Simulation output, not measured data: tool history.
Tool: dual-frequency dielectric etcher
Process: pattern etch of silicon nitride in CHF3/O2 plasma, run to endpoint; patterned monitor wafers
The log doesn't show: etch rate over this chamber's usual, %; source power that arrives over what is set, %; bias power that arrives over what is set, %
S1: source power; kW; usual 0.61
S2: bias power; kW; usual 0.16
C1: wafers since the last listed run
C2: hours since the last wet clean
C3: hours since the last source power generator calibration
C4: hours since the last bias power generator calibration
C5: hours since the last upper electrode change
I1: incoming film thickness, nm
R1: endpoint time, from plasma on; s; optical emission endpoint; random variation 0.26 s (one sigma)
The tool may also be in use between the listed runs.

run	hour	S1	S2	C1	C2	C3	C4	C5	I1	R1
1	0	0.61	0.139	0	32	3157.4	3891.9	2086.6	89	64.6
2	61.2	0.73	0.15	444	93.2	3218.6	3953.1	2147.8	90.5	58.3
3	91.3	0.73	0.15	218	123.3	3248.7	3983.2	2177.9	91.6	59.2
4	152.6	0.73	0.15	445	184.6	3310	4044.5	2239.2	89.6	58.1
5	312	0.61	0.16	1158	344	3469.4	4203.9	2398.6	90.5	61.5
6	337.6	0.61	0.16	186	369.6	3495	4229.5	2424.2	90.4	60.8
7	362.2	0.61	0.16	178	394.2	3519.6	4254.1	2448.8	90.7	61.3
# hour 425.8: wet clean of the chamber
8	426.2	0.61	0.16	290	0.4	3583.6	4318.1	2512.8	89.6	61.8
9	492.7	0.61	0.16	483	66.9	3650.1	4384.6	2579.3	90.3	62.4
10	542.8	0.53	0.185	364	117	3700.2	4434.7	2629.4	90.6	62.9
11	609.4	0.53	0.185	483	183.6	3766.8	4501.3	2696	89.6	62.1
12	634.3	0.53	0.185	180	208.5	3791.7	4526.2	2720.9	89.8	61.6
13	685	0.61	0.16	368	259.2	3842.4	4576.9	2771.6	89.9	61.4
14	752.5	0.61	0.16	490	326.7	3909.9	4644.4	2839.1	91.1	61.6
# hour 775.4: bias power generator calibrated
# hour 823.2: wet clean of the chamber
15	823.7	0.61	0.178	313	0.5	3981.1	48.3	2910.3	89.7	59.9
# hour 838.6: source power generator calibrated
16	866.3	0.61	0.178	280	43.1	27.7	90.9	2952.9	90.7	60.5
17	911.6	0.61	0.178	329	88.4	73	136.2	2998.2	90.8	60.3
18	937.8	0.61	0.16	190	114.6	99.2	162.4	3024.4	89.6	61.7
19	1003.5	0.65	0.16	477	180.3	164.9	228.1	3090.1	89.6	59.3
20	1030.2	0.69	0.144	194	207	191.6	254.8	3116.8	89.2	60
21	1080.5	0.66	0.148	365	257.3	241.9	305.1	3167.1	88.9	59.7
22	1131.2	0.67	0.16	368	308	292.6	355.8	3217.8	90	58.1
# hour 1166: upper electrode replaced, of another model than before
23	1185.3	0.61	0.18	218	362.1	346.7	409.9	19.3	90.3	59.4
# hour 1219: wet clean of the chamber
24	1371.6	0.61	0.16	1179	152.6	533	596.2	205.6	90.4	61.5
25	1425.7	0.51	0.175	393	206.7	587.1	650.3	259.7	89.4	62.4
26	1450.2	0.47	0.16	178	231.2	611.6	674.8	284.2	90.8	66.1
27	1500.9	0.75	0.189	368	281.9	662.3	725.5	334.9	90.4	56.3
28	1552.2	0.75	0.16	372	333.2	713.6	776.8	386.2	89.8	57.7
29	1609.5	0.54	0.16	416	390.5	770.9	834.1	443.5	90.7	63.1
# hour 1633.6: wet clean of the chamber
30	1645.7	0.61	0.16	88	12.1	807.1	870.3	479.7	89.8	61.7
31	1674.1	0.75	0.137	206	40.5	835.5	898.7	508.1	89.8	60.7
32	1723.7	0.74	0.195	360	90.1	885.1	948.3	557.7	89.2	55.4
33	1759.2	0.57	0.16	257	125.6	920.6	983.8	593.2	90.1	62.3
34	1789.6	0.72	0.139	220	156	951	1014.2	623.6	89	59.7
35	1845.7	0.61	0.124	407	212.1	1007.1	1070.3	679.7	89.6	64.5

4 ways to go on from here, each from the tool as it stands after run 35. What would each give?
A	1846.1	0.51	0.16	2	212.5	1007.5	1070.7	680.1	90.4	?
B	1846.1	0.56	0.184	2	212.5	1007.5	1070.7	680.1	90.4	?
C	1846.1	0.52	0.172	2	212.5	1007.5	1070.7	680.1	90.4	?
D	1846.1	0.5	0.176	2	212.5	1007.5	1070.7	680.1	90.4	?

run	R1
A	64.2
B	60.8
C	62.9
D	63.1
Without the tool's hidden state the same runs would have given:
run	R1
A	65.2
B	61.8
C	63.9
D	64.2

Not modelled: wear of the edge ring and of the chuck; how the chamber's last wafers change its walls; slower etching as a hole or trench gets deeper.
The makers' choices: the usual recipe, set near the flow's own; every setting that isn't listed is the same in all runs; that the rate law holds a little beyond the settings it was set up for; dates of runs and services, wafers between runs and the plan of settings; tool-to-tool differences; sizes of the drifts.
